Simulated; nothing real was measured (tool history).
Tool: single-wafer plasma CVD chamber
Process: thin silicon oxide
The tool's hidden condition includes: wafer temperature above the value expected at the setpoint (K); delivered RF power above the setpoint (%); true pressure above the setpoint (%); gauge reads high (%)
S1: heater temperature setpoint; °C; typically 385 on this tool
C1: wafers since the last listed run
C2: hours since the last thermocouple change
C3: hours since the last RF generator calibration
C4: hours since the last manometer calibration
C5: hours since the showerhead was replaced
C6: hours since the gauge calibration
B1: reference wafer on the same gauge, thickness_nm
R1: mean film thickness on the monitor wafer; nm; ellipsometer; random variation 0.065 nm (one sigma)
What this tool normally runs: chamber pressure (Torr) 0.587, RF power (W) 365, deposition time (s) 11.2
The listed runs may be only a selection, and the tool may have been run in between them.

run 1 hour=0 | S1=385 chamber_pressure_(Torr)=0.587 RF_power_(W)=365 deposition_time_(s)=11.2 | C1=0 C2=1553.1 C3=1115.1 C4=2061.1 C5=3490.3 C6=2158.5 | B1=17.407 | R1=14.728
-- hour=25.4 capacitance manometer re-zeroed and calibrated
run 2 hour=27.2 | S1=385 chamber_pressure_(Torr)=0.587 RF_power_(W)=365 deposition_time_(s)=9.5 | C1=282 C2=1580.3 C3=1142.3 C4=1.8 C5=3517.5 C6=2185.7 | B1=17.4 | R1=12.989
run 3 hour=77 | S1=385 chamber_pressure_(Torr)=0.587 RF_power_(W)=365 deposition_time_(s)=9.5 | C1=733 C2=1630.1 C3=1192.1 C4=51.6 C5=3567.3 C6=2235.5 | B1=17.406 | R1=13.086
-- hour=93 gauge calibrated
run 4 hour=133.9 | S1=385 chamber_pressure_(Torr)=0.587 RF_power_(W)=365 deposition_time_(s)=11.2 | C1=837 C2=1687 C3=1249 C4=108.5 C5=3624.2 C6=40.9 | B1=17.377 | R1=15.313
run 5 hour=173.1 | S1=385 chamber_pressure_(Torr)=0.661 RF_power_(W)=335 deposition_time_(s)=11.2 | C1=576 C2=1726.2 C3=1288.2 C4=147.7 C5=3663.4 C6=80.1 | B1=17.384 | R1=16.409
run 6 hour=208.9 | S1=396 chamber_pressure_(Torr)=0.637 RF_power_(W)=365 deposition_time_(s)=11.2 | C1=526 C2=1762 C3=1324 C4=183.5 C5=3699.2 C6=115.9 | B1=17.412 | R1=16.157
run 7 hour=251.7 | S1=377 chamber_pressure_(Torr)=0.487 RF_power_(W)=365 deposition_time_(s)=10.5 | C1=629 C2=1804.8 C3=1366.8 C4=226.3 C5=3742 C6=158.7 | B1=17.399 | R1=12.333
run 8 hour=282.4 | S1=385 chamber_pressure_(Torr)=0.523 RF_power_(W)=365 deposition_time_(s)=11.2 | C1=451 C2=1835.5 C3=1397.5 C4=257 C5=3772.7 C6=189.4 | B1=17.414 | R1=13.846
run 9 hour=312.1 | S1=377 chamber_pressure_(Torr)=0.587 RF_power_(W)=365 deposition_time_(s)=10 | C1=437 C2=1865.2 C3=1427.2 C4=286.7 C5=3802.4 C6=219.1 | B1=17.443 | R1=13.713
run 10 hour=348 | S1=385 chamber_pressure_(Torr)=0.587 RF_power_(W)=365 deposition_time_(s)=11.2 | C1=528 C2=1901.1 C3=1463.1 C4=322.6 C5=3838.3 C6=255 | B1=17.402 | R1=15.252
run 11 hour=387.4 | S1=393 chamber_pressure_(Torr)=0.587 RF_power_(W)=410 deposition_time_(s)=9.7 | C1=579 C2=1940.5 C3=1502.5 C4=362 C5=3877.7 C6=294.4 | B1=17.382 | R1=13.493
run 12 hour=436.9 | S1=385 chamber_pressure_(Torr)=0.587 RF_power_(W)=365 deposition_time_(s)=11.2 | C1=728 C2=1990 C3=1552 C4=411.5 C5=3927.2 C6=343.9 | B1=17.423 | R1=15.106
run 13 hour=472.8 | S1=385 chamber_pressure_(Torr)=0.587 RF_power_(W)=365 deposition_time_(s)=11.2 | C1=528 C2=2025.9 C3=1587.9 C4=447.4 C5=3963.1 C6=379.8 | B1=17.372 | R1=15.101
run 14 hour=502.1 | S1=385 chamber_pressure_(Torr)=0.587 RF_power_(W)=365 deposition_time_(s)=11.2 | C1=431 C2=2055.2 C3=1617.2 C4=476.7 C5=3992.4 C6=409.1 | B1=17.41 | R1=15.138
run 15 hour=551.3 | S1=385 chamber_pressure_(Torr)=0.642 RF_power_(W)=420 deposition_time_(s)=12.1 | C1=724 C2=2104.4 C3=1666.4 C4=525.9 C5=4041.6 C6=458.3 | B1=17.409 | R1=18.327
run 16 hour=620.7 | S1=385 chamber_pressure_(Torr)=0.724 RF_power_(W)=365 deposition_time_(s)=11.2 | C1=1021 C2=2173.8 C3=1735.8 C4=595.3 C5=4111 C6=527.7 | B1=17.395 | R1=17.761
-- hour=646.5 showerhead replaced
run 17 hour=688.6 | S1=371 chamber_pressure_(Torr)=0.587 RF_power_(W)=410 deposition_time_(s)=12.2 | C1=881 C2=2241.7 C3=1803.7 C4=663.2 C5=42.1 C6=595.6 | B1=17.449 | R1=17.16
-- hour=706.2 thermocouple changed; heater temperature recalibrated
run 18 hour=734.7 | S1=385 chamber_pressure_(Torr)=0.587 RF_power_(W)=365 deposition_time_(s)=11.2 | C1=560 C2=28.5 C3=1849.8 C4=709.3 C5=88.2 C6=641.7 | B1=17.389 | R1=14.955
run 19 hour=772.5 | S1=373 chamber_pressure_(Torr)=0.536 RF_power_(W)=335 deposition_time_(s)=11.2 | C1=556 C2=66.3 C3=1887.6 C4=747.1 C5=126 C6=679.5 | B1=17.429 | R1=13.694
-- hour=782 RF generator calibrated
run 20 hour=819.2 | S1=385 chamber_pressure_(Torr)=0.587 RF_power_(W)=365 deposition_time_(s)=11.2 | C1=569 C2=113 C3=37.2 C4=793.8 C5=172.7 C6=726.2 | B1=17.404 | R1=15.277
run 21 hour=879.2 | S1=385 chamber_pressure_(Torr)=0.644 RF_power_(W)=365 deposition_time_(s)=11.2 | C1=883 C2=173 C3=97.2 C4=853.8 C5=232.7 C6=786.2 | B1=17.397 | R1=16.537
run 22 hour=912.5 | S1=385 chamber_pressure_(Torr)=0.587 RF_power_(W)=365 deposition_time_(s)=11.2 | C1=490 C2=206.3 C3=130.5 C4=887.1 C5=266 C6=819.5 | B1=17.419 | R1=15.33
run 23 hour=1054.5 | S1=385 chamber_pressure_(Torr)=0.587 RF_power_(W)=365 deposition_time_(s)=11.2 | C1=2090 C2=348.3 C3=272.5 C4=1029.1 C5=408 C6=961.5 | B1=17.414 | R1=15.153
run 24 hour=1091.4 | S1=385 chamber_pressure_(Torr)=0.587 RF_power_(W)=365 deposition_time_(s)=11.2 | C1=543 C2=385.2 C3=309.4 C4=1066 C5=444.9 C6=998.4 | B1=17.391 | R1=15.113
run 25 hour=1129.9 | S1=400 chamber_pressure_(Torr)=0.549 RF_power_(W)=415 deposition_time_(s)=12.4 | C1=566 C2=423.7 C3=347.9 C4=1104.5 C5=483.4 C6=1036.9 | B1=17.4 | R1=16.44
run 26 hour=1190.3 | S1=385 chamber_pressure_(Torr)=0.526 RF_power_(W)=365 deposition_time_(s)=11.2 | C1=889 C2=484.1 C3=408.3 C4=1164.9 C5=543.8 C6=1097.3 | B1=17.418 | R1=13.856
run 27 hour=1242.2 | S1=385 chamber_pressure_(Torr)=0.527 RF_power_(W)=305 deposition_time_(s)=11.2 | C1=763 C2=536 C3=460.2 C4=1216.8 C5=595.7 C6=1149.2 | B1=17.414 | R1=13.061
run 28 hour=1275.1 | S1=385 chamber_pressure_(Torr)=0.587 RF_power_(W)=365 deposition_time_(s)=11.2 | C1=484 C2=568.9 C3=493.1 C4=1249.7 C5=628.6 C6=1182.1 | B1=17.391 | R1=15.103

Here are 4 independent what-if runs from the current tool condition. What would each one return?
run A hour=1275.5 | S1=385 chamber_pressure_(Torr)=0.587 RF_power_(W)=385 deposition_time_(s)=11.2 | C1=5 C2=569.3 C3=493.5 C4=1250.1 C5=629 C6=1182.5 | B1=? | R1=?
run B hour=1275.5 | S1=376 chamber_pressure_(Torr)=0.684 RF_power_(W)=365 deposition_time_(s)=12 | C1=5 C2=569.3 C3=493.5 C4=1250.1 C5=629 C6=1182.5 | B1=? | R1=?
run C hour=1275.5 | S1=385 chamber_pressure_(Torr)=0.587 RF_power_(W)=365 deposition_time_(s)=13 | C1=5 C2=569.3 C3=493.5 C4=1250.1 C5=629 C6=1182.5 | B1=? | R1=?
run D hour=1275.5 | S1=385 chamber_pressure_(Torr)=0.713 RF_power_(W)=365 deposition_time_(s)=13.4 | C1=5 C2=569.3 C3=493.5 C4=1250.1 C5=629 C6=1182.5 | B1=? | R1=?

run=A B1=17.38 R1=15.251
run=B B1=17.38 R1=18.317
run=C B1=17.38 R1=17.416
run=D B1=17.38 R1=21.056
Had the tool no hidden state, the same runs would have come out as:
run=A R1=15.758
run=B R1=18.921
run=C R1=17.995
run=D R1=21.75
